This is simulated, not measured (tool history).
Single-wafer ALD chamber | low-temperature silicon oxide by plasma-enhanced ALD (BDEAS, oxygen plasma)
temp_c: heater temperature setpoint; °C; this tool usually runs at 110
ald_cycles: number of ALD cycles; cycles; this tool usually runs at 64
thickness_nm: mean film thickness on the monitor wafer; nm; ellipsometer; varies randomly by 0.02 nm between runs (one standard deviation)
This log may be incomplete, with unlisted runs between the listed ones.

run	hour	temp_c	ald_cycles	wafers since the last listed run	hours since the last thermocouple change	hours since the gauge calibration	read-back reference wafer on the same gauge, thickness_nm	thickness_nm
1	0.0	110	64	0	1192.7	1722.5	8.949	9.721
2	26.8	110	64	174	1219.5	1749.3	8.955	9.736
3	80.9	110	64	352	1273.6	1803.4	8.962	9.761
# hour 82.7: gauge calibrated
4	144.3	110	64	413	1337.0	61.6	8.811	9.572
5	189.6	110	64	295	1382.3	106.9	8.815	9.577
6	248.9	118	68	386	1441.6	166.2	8.813	10.044
7	292.3	118	68	283	1485.0	209.6	8.813	10.037
8	348.9	118	68	369	1541.6	266.2	8.813	10.028
9	373.9	110	64	163	1566.6	291.2	8.813	9.590
10	424.0	110	64	326	1616.7	341.3	8.815	9.588
11	478.5	110	68	355	1671.2	395.8	8.819	10.189
12	536.8	110	61	380	1729.5	454.1	8.819	9.149
13	567.0	110	61	196	1759.7	484.3	8.823	9.099
14	608.4	110	61	269	1801.1	525.7	8.822	9.130
15	650.3	110	64	273	1843.0	567.6	8.820	9.592
16	707.5	110	64	372	1900.2	624.8	8.828	9.593
17	748.0	110	64	264	1940.7	665.3	8.828	9.579
18	819.4	110	64	465	2012.1	736.7	8.831	9.570
# hour 933.8: thermocouple changed; heater temperature recalibrated
19	992.9	110	64	1079	59.1	910.2	8.846	9.636
20	1033.9	110	64	267	100.1	951.2	8.848	9.610
21	1232.9	110	70	1297	299.1	1150.2	8.868	10.534
22	1267.3	116	64	224	333.5	1184.6	8.869	9.548
23	1427.9	99	69	1047	494.1	1345.2	8.882	10.594
24	1485.9	110	64	378	552.1	1403.2	8.888	9.664
25	1551.8	101	74	429	618.0	1469.1	8.898	11.386
# hour 1562.2: gauge calibrated
26	1600.2	110	64	315	666.4	38.0	8.817	9.579
27	1640.8	110	64	264	707.0	78.6	8.817	9.583
28	1684.9	110	53	287	751.1	122.7	8.820	7.944
29	1754.2	125	74	451	820.4	192.0	8.819	10.817
30	1796.9	110	69	278	863.1	234.7	8.819	10.296
31	1853.2	117	64	367	919.4	291.0	8.820	9.484
32	1905.0	115	58	337	971.2	342.8	8.822	8.650
33	1957.3	103	53	341	1023.5	395.1	8.823	8.029
34	1982.2	110	64	162	1048.4	420.0	8.823	9.587
35	2043.4	99	76	399	1109.6	481.2	8.825	11.620
36	2068.4	115	57	163	1134.6	506.2	8.829	8.470
37	2114.6	97	69	301	1180.8	552.4	8.830	10.562
38	2172.5	97	64	377	1238.7	610.3	8.831	9.838
39	2208.1	110	64	232	1274.3	645.9	8.833	9.582
40	2240.4	110	64	210	1306.6	678.2	8.835	9.595
41	2272.3	118	53	208	1338.5	710.1	8.836	7.874
42	2318.6	119	57	301	1384.8	756.4	8.843	8.465
43	2369.3	104	54	330	1435.5	807.1	8.843	8.171
44	2412.6	122	53	282	1478.8	850.4	8.850	7.772

The logged runs with the hidden state left out (each run's random variation unchanged):
The hidden state here: wafer temperature above the value expected at the setpoint (K); gauge reads high (%).
run	thickness_nm
1	9.581
2	9.592
3	9.608
4	9.583
5	9.586
6	10.053
7	10.046
8	10.036
9	9.597
10	9.593
11	10.192
12	9.151
13	9.099
14	9.129
15	9.589
16	9.586
17	9.570
18	9.556
19	9.610
20	9.580
21	10.481
22	9.498
23	10.518
24	9.588
25	11.287
26	9.582
27	9.586
28	7.946
29	10.819
30	10.296
31	9.483
32	8.648
33	8.025
34	9.582
35	11.611
36	8.463
37	10.551
38	9.824
39	9.566
40	9.578
41	7.858
42	8.446
43	8.149
44	7.749
